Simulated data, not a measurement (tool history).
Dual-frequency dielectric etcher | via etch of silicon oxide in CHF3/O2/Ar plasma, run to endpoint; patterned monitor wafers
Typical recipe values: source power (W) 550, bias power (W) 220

run,hour,source power (W),bias power (W),"incoming incoming film thickness, nm",endpoint time (s)
1,0,600,251,627.8,270.9
2,12.1,600,251,618.2,267.6
3,28.7,600,251,622.6,267.1
4,43.4,550,220,618.5,290.8
5,57.3,660,200,615.2,275.9
6,70.6,660,200,624.1,280.4
7,79.8,550,220,625.4,292.9
8,87.7,550,220,623.5,294.3
9,105,550,220,619.7,288.7
10,122.8,550,220,623.9,291.7
11,129.5,550,220,620.5,288.6
12,139.7,550,220,621.4,289.2
13,157.5,550,220,618.1,284
14,174.4,550,220,619.9,286.9
# hour 205.1: bias power generator calibrated
# hour 207.2: upper electrode replaced
15,207.7,550,220,618.9,285.7
16,208.1,470,252,623.2,289.3
# hour 236.1: wet clean of the chamber
17,251.1,550,220,618,297.8
18,259.1,590,201,621.9,296.6
19,271.8,550,165,623.7,334.4
# hour 282.3: source power generator calibrated
20,285.9,550,220,620.5,295.9
21,296.6,550,220,623.4,299.1
22,308.3,640,245,619.6,266.6
23,326.9,550,235,620.1,286.1

Forecast run 24:
24,376.6,550,249,618.7,?

{"run 24": {"endpoint time (s)": 280.7}}
If the tool had no hidden condition, the same run with the same run-to-run variation would have returned endpoint time (s) 287.
